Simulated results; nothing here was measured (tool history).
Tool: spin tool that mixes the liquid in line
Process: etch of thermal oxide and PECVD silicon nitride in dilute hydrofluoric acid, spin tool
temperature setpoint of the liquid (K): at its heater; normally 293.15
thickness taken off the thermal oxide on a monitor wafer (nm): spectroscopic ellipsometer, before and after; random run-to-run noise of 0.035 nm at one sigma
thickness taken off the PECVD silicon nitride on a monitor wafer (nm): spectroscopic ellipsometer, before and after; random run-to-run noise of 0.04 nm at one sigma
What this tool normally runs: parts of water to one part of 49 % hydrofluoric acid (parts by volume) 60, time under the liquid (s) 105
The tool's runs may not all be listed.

run,day,temperature setpoint of the liquid (K),parts of water to one part of 49 % hydrofluoric acid (parts by volume),time under the liquid (s),"read-back film thickness of the thermal oxide reference wafer, read on the same gauge (nm)","read-back film thickness of the PECVD silicon nitride reference wafer, read on the same gauge (nm)",thickness taken off the thermal oxide on a monitor wafer (nm),thickness taken off the PECVD silicon nitride on a monitor wafer (nm)
1,0,293.15,60,155,146.65,157.087,10.82,3.652
# day 0.504: gauge calibrated
2,1.658,293.15,60,155,140.73,150.718,10.4,3.475
3,3.912,293.15,60,105,140.73,150.779,6.99,2.315
4,5.233,293.15,60,160,140.74,150.783,10.7,3.605
5,7.496,294.65,60,105,140.78,150.845,7.48,2.587
6,9.562,295.65,75,60,140.87,150.935,3.48,1.276
7,12.45,291.65,60,55,141.02,151.103,3.46,1.077
8,15.375,290.15,45,45,141.17,151.298,3.6,1.048
9,16.833,290.15,45,45,141.33,151.38,3.63,1.065
10,18.075,290.15,60,105,141.39,151.511,6.14,1.859
# day 18.788: hydrofluoric acid flow meter replaced
11,20.25,293.15,60,105,141.57,151.706,7.11,2.337
12,21.338,293.15,60,150,141.68,151.838,10.09,3.339
13,23.667,290.15,60,105,141.93,152.065,6.22,1.885
14,25.121,293.15,40,165,142.09,152.224,16.91,5.365
15,27.225,290.65,60,105,142.31,152.488,6.4,1.957
16,29.575,293.15,85,85,142.65,152.816,3.97,1.383
17,31.079,296.15,85,165,142.84,153.04,8.71,3.311
18,33.771,290.15,80,160,143.24,153.44,7.04,2.215
19,36.683,290.15,40,125,143.7,153.98,11.54,3.474
20,39.171,297.65,50,155,144.09,154.404,15.49,5.847
21,45.408,293.15,60,105,145.31,155.738,7.25,2.319
# day 46.912: thermometer replaced
22,47.933,293.15,60,105,145.85,156.308,7.24,2.338
23,49.35,293.15,60,105,146.17,156.645,7.25,2.374
24,51.321,290.65,75,135,146.67,157.126,6.69,2.057
# day 52.008: gauge calibrated
25,52.446,293.15,60,105,140.67,150.717,6.99,2.333
26,54.758,293.15,60,105,140.72,150.73,6.96,2.323

Each row is a separate what-if for the run after 26, all from the same tool condition, not one after another. Results?
A,54.775,293.15,60,60,?,?,?,?
B,54.775,290.15,60,50,?,?,?,?
C,54.775,297.65,70,135,?,?,?,?

run,"read-back film thickness of the thermal oxide reference wafer, read on the same gauge (nm)","read-back film thickness of the PECVD silicon nitride reference wafer, read on the same gauge (nm)",thickness taken off the thermal oxide on a monitor wafer (nm),thickness taken off the PECVD silicon nitride on a monitor wafer (nm)
A,140.71,150.726,4,1.325
B,140.71,150.726,2.94,0.895
C,140.71,150.726,9.18,3.478
With the hidden condition removed and each run's random variation left untouched, the same runs would have given:
run,thickness taken off the thermal oxide on a monitor wafer (nm),thickness taken off the PECVD silicon nitride on a monitor wafer (nm)
A,3.98,1.318
B,2.92,0.891
C,9.14,3.461

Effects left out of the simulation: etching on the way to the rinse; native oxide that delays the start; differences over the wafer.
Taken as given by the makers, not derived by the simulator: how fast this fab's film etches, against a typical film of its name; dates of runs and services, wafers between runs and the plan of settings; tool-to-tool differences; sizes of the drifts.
